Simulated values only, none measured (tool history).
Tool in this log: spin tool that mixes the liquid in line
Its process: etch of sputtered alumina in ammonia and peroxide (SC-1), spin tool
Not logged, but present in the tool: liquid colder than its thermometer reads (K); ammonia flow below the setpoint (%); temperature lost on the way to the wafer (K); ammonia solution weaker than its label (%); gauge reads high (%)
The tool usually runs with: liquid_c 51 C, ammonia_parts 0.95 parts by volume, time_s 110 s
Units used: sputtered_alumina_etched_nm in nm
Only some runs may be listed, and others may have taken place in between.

run,hour,liquid_c,ammonia_parts,time_s,wafers since the last listed run,hours since the thermometer was replaced,hours since the ammonia flow meter was replaced,hours since the heated supply line was repaired,hours since the drum of ammonia solution was connected,hours since the gauge calibration,"read-back film thickness of the sputtered alumina reference wafer, read on the same gauge (nm)",sputtered_alumina_etched_nm
1,0,51,0.8,110,0,1296,1112.3,886.4,264.4,225.4,110.008,4.543
2,61.6,56,0.95,110,418,1357.6,1173.9,948,326,287,110.009,6.113
# hour 133.1: new drum of ammonia solution connected
3,157.8,56,0.95,110,647,1453.8,1270.1,1044.2,24.7,383.2,110.002,6.014
4,215.5,48,0.95,110,392,1511.5,1327.8,1101.9,82.4,440.9,109.974,3.885
5,309.2,48,0.95,110,636,1605.2,1421.5,1195.6,176.1,534.6,109.954,3.833
6,402.1,51,0.95,110,631,1698.1,1514.4,1288.5,269,627.5,109.988,4.522
7,446,51,0.95,110,298,1742,1558.3,1332.4,312.9,671.4,110.023,4.42
# hour 498.4: new drum of ammonia solution connected
8,502.1,51,0.95,110,374,1798.1,1614.4,1388.5,3.7,727.5,110.022,4.459
9,572,51,1.15,160,475,1868,1684.3,1458.4,73.6,797.4,110.031,6.502
10,619.2,51,0.65,110,320,1915.2,1731.5,1505.6,120.8,844.6,110.012,4.191
# hour 639: gauge calibrated
11,678.9,51,0.95,110,405,1974.9,1791.2,1565.3,180.5,39.9,110.034,4.39
# hour 730.8: thermometer replaced
12,739.2,51,0.95,110,403,8.4,1851.5,1625.6,240.8,100.2,110.013,4.379
# hour 784.1: heated supply line repaired
# hour 794.5: ammonia flow meter replaced
13,796.8,48,0.95,110,377,66,2.3,12.7,298.4,157.8,109.966,4.394
# hour 859: new drum of ammonia solution connected
14,887.3,60.5,1.2,60,608,156.5,92.8,103.2,28.3,248.3,109.992,4.755
15,939.2,47.5,0.95,90,352,208.4,144.7,155.1,80.2,300.2,110.023,3.481
16,982.6,41,1.2,90,294,251.8,188.1,198.5,123.6,343.6,110.022,2.435
17,1077.3,46,1.1,85,643,346.5,282.8,293.2,218.3,438.3,109.979,3.027

Difference, measured minus no-hidden-state, one row per run. Run-to-run variation is common to both terms; the gauge's own scatter need not be:
run,sputtered_alumina_etched_nm
1,-0.559
2,-0.769
3,-0.826
4,-0.594
5,-0.632
6,-0.781
7,-0.79
8,-0.829
9,-1.264
10,-0.841
11,-0.916
12,-0.949
13,-0.05
14,-0.091
15,-0.093
16,-0.081
17,-0.13
